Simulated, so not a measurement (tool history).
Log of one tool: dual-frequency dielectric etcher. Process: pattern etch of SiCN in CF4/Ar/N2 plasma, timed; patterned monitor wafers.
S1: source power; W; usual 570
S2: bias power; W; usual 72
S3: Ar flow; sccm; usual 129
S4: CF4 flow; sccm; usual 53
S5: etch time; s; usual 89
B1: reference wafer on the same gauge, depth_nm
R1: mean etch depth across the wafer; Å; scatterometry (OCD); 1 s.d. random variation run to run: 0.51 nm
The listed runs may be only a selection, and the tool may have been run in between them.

run	hour	S1	S2	S3	S4	S5	B1	R1
1	0	640	72	129	53	89	98.6	976
2	293.9	570	72	129	53	89	98.6	867
3	463.8	570	72	129	53	89	98.6	860
4	577.9	570	59	129	53	89	98.4	814
5	601.4	480	72	129	58	89	98.7	742
6	653.1	620	72	129	53	89	98.7	949
7	740.8	510	85	117	59	89	98.3	846
8	824.5	570	72	129	53	89	98.5	870
9	902.7	570	72	129	53	89	98.6	862
10	1001.7	570	72	129	53	89	98.5	876
11	1106.5	570	72	129	53	89	98.4	871
12	1160.9	610	60	129	58	89	98.4	890
13	1248.7	440	56	107	53	110	98.5	785
14	1354.1	570	72	129	53	89	98.7	869
15	1438.4	570	72	129	53	89	98.7	875
16	1669.1	630	78	129	49	110	98.6	1204
17	1744.9	570	72	129	53	89	98.6	862
18	1832.5	570	72	146	53	89	98.8	848
19	1898.7	570	60	120	61	79.5	98.6	753
20	1976.9	450	72	129	53	97	98.6	739
21	2063.5	570	72	129	53	89	98.6	868
22	2113.5	620	72	129	53	102.5	98.6	1089

The log once held 6 entries between its listed runs, left out of this copy. Where does each go, and what is different about the tool's unlogged condition between the listed run before it and the listed run after it?
From run 2 to run 3: upper electrode replaced (hour 352.4)
  nothing in the hidden state changes from one run to the other
From run 3 to run 4: wet clean of the chamber (hour 577.4)
  nothing in the hidden state changes from one run to the other
From run 11 to run 12: bias power generator calibrated (hour 1133.6)
  nothing in the hidden state changes from one run to the other
From run 13 to run 14: wet clean of the chamber (hour 1331.2); CF4 flow controller replaced (hour 1331.4)
  nothing in the hidden state changes from one run to the other
From run 19 to run 20: wet clean of the chamber (hour 1962.7)
  nothing in the hidden state changes from one run to the other
